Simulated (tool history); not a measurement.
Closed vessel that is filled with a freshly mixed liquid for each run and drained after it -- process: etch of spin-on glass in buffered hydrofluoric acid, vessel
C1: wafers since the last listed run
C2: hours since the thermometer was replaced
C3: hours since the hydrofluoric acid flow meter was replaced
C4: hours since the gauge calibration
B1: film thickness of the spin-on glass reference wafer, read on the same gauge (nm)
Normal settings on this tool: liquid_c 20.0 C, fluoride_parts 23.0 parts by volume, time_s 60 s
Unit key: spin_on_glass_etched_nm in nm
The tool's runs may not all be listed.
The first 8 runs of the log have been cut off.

Run 9, hour 97.8: usual settings but liquid_c 17.5 C, time_s 70 s; C1 1139; C2 1072.9; C3 158.8; C4 349.7; B1 70.02. Result: spin_on_glass_etched_nm 96.99 nm.
Run 10, hour 104.5: usual settings but liquid_c 17.5 C, time_s 70 s; C1 502; C2 1079.6; C3 165.5; C4 356.4; B1 70.00. Result: spin_on_glass_etched_nm 96.72 nm.
Run 11, hour 112.3: usual settings; C1 584; C2 1087.4; C3 173.3; C4 364.2; B1 69.99. Result: spin_on_glass_etched_nm 96.69 nm.
Run 12, hour 129.3: usual settings; C1 1274; C2 1104.4; C3 190.3; C4 381.2; B1 70.01. Result: spin_on_glass_etched_nm 94.43 nm.
Run 13, hour 142.8: usual settings; C1 1012; C2 1117.9; C3 203.8; C4 394.7; B1 69.99. Result: spin_on_glass_etched_nm 96.23 nm.
At hour 150.5: gauge calibrated.
Run 14, hour 159.8: usual settings but liquid_c 21.5 C, fluoride_parts 30.0 parts by volume, time_s 70 s; C1 1274; C2 1134.9; C3 220.8; C4 9.3; B1 69.99. Result: spin_on_glass_etched_nm 99.42 nm.
Run 15, hour 174.2: usual settings but liquid_c 17.0 C, fluoride_parts 17.5 parts by volume, time_s 30 s; C1 1079; C2 1149.3; C3 235.2; C4 23.7; B1 69.99. Result: spin_on_glass_etched_nm 50.25 nm.
Run 16, hour 187.0: usual settings but fluoride_parts 20.5 parts by volume, time_s 75 s; C1 959; C2 1162.1; C3 248.0; C4 36.5; B1 70.01. Result: spin_on_glass_etched_nm 127.90 nm.
Run 17, hour 202.6: usual settings but fluoride_parts 17.5 parts by volume, time_s 85 s; C1 1169; C2 1177.7; C3 263.6; C4 52.1; B1 70.03. Result: spin_on_glass_etched_nm 166.27 nm.
Run 18, hour 210.7: usual settings but liquid_c 23.0 C, fluoride_parts 27.0 parts by volume, time_s 70 s; C1 607; C2 1185.8; C3 271.7; C4 60.2; B1 70.00. Result: spin_on_glass_etched_nm 117.24 nm.
Run 19, hour 228.1: usual settings but fluoride_parts 30.0 parts by volume; C1 1304; C2 1203.2; C3 289.1; C4 77.6; B1 70.01. Result: spin_on_glass_etched_nm 75.88 nm.
Run 20, hour 270.0: usual settings but liquid_c 17.0 C, time_s 80 s; C1 3142; C2 1245.1; C3 331.0; C4 119.5; B1 70.00. Result: spin_on_glass_etched_nm 105.11 nm.
Run 21, hour 287.7: usual settings but liquid_c 23.0 C; C1 1327; C2 1262.8; C3 348.7; C4 137.2; B1 69.99. Result: spin_on_glass_etched_nm 110.04 nm.
At hour 299.0: thermometer replaced.
Run 22, hour 299.5: usual settings but liquid_c 21.5 C, fluoride_parts 18.0 parts by volume, time_s 85 s; C1 809; C2 0.5; C3 360.5; C4 149.0; B1 69.99. Result: spin_on_glass_etched_nm 196.78 nm.
At hour 304.1: hydrofluoric acid flow meter replaced.
Run 23, hour 313.4: usual settings but liquid_c 22.0 C, time_s 85 s; C1 967; C2 14.4; C3 9.3; C4 162.9; B1 70.02. Result: spin_on_glass_etched_nm 174.49 nm.
Run 24, hour 328.6: usual settings; C1 1139; C2 29.6; C3 24.5; C4 178.1; B1 70.00. Result: spin_on_glass_etched_nm 108.11 nm.
Run 25, hour 336.2: usual settings but liquid_c 17.0 C; C1 569; C2 37.2; C3 32.1; C4 185.7; B1 70.00. Result: spin_on_glass_etched_nm 91.87 nm.
Run 26, hour 354.1: usual settings but fluoride_parts 18.0 parts by volume, time_s 90 s; C1 1342; C2 55.1; C3 50.0; C4 203.6; B1 70.01. Result: spin_on_glass_etched_nm 200.38 nm.
Run 27, hour 363.3: usual settings but liquid_c 17.5 C, time_s 70 s; C1 689; C2 64.3; C3 59.2; C4 212.8; B1 70.00. Result: spin_on_glass_etched_nm 109.63 nm.
Run 28, hour 371.6: usual settings but liquid_c 18.5 C, fluoride_parts 16.5 parts by volume, time_s 30 s; C1 622; C2 72.6; C3 67.5; C4 221.1; B1 69.99. Result: spin_on_glass_etched_nm 67.00 nm.
Run 29, hour 378.2: usual settings; C1 494; C2 79.2; C3 74.1; C4 227.7; B1 70.01. Result: spin_on_glass_etched_nm 108.37 nm.
Run 30, hour 385.3: usual settings but liquid_c 23.5 C, fluoride_parts 14.5 parts by volume, time_s 70 s; C1 532; C2 86.3; C3 81.2; C4 234.8; B1 69.99. Result: spin_on_glass_etched_nm 229.68 nm.
Run 31, hour 399.3: usual settings but liquid_c 23.0 C, fluoride_parts 15.5 parts by volume, time_s 95 s; C1 1049; C2 100.3; C3 95.2; C4 248.8; B1 69.99. Result: spin_on_glass_etched_nm 281.35 nm.
Run 32, hour 417.0: usual settings; C1 1327; C2 118.0; C3 112.9; C4 266.5; B1 70.01. Result: spin_on_glass_etched_nm 108.79 nm.

Forecast each of these 5 alternatives for the next run:
Run A, hour 417.7: usual settings; C1 52; C2 118.7; C3 113.6; C4 267.2; B1 ?. Result: spin_on_glass_etched_nm ?.
Run B, hour 417.7: usual settings but liquid_c 17.0 C, fluoride_parts 15.0 parts by volume, time_s 85 s; C1 52; C2 118.7; C3 113.6; C4 267.2; B1 ?. Result: spin_on_glass_etched_nm ?.
Run C, hour 417.7: usual settings but liquid_c 23.5 C; C1 52; C2 118.7; C3 113.6; C4 267.2; B1 ?. Result: spin_on_glass_etched_nm ?.
Run D, hour 417.7: usual settings but liquid_c 23.0 C, time_s 35 s; C1 52; C2 118.7; C3 113.6; C4 267.2; B1 ?. Result: spin_on_glass_etched_nm ?.
Run E, hour 417.7: usual settings but liquid_c 22.0 C, fluoride_parts 30.0 parts by volume, time_s 45 s; C1 52; C2 118.7; C3 113.6; C4 267.2; B1 ?. Result: spin_on_glass_etched_nm ?.

run     B1  spin_on_glass_etched_nm
  A  70.01                   107.13
  B  70.01                   186.21
  C  70.01                   130.26
  D  70.01                    73.91
  E  70.01                    74.45
What these runs would have given with no unlogged condition in the tool:
run  spin_on_glass_etched_nm
  A                   112.79
  B                   197.18
  C                   137.02
  D                    77.76
  E                    78.75
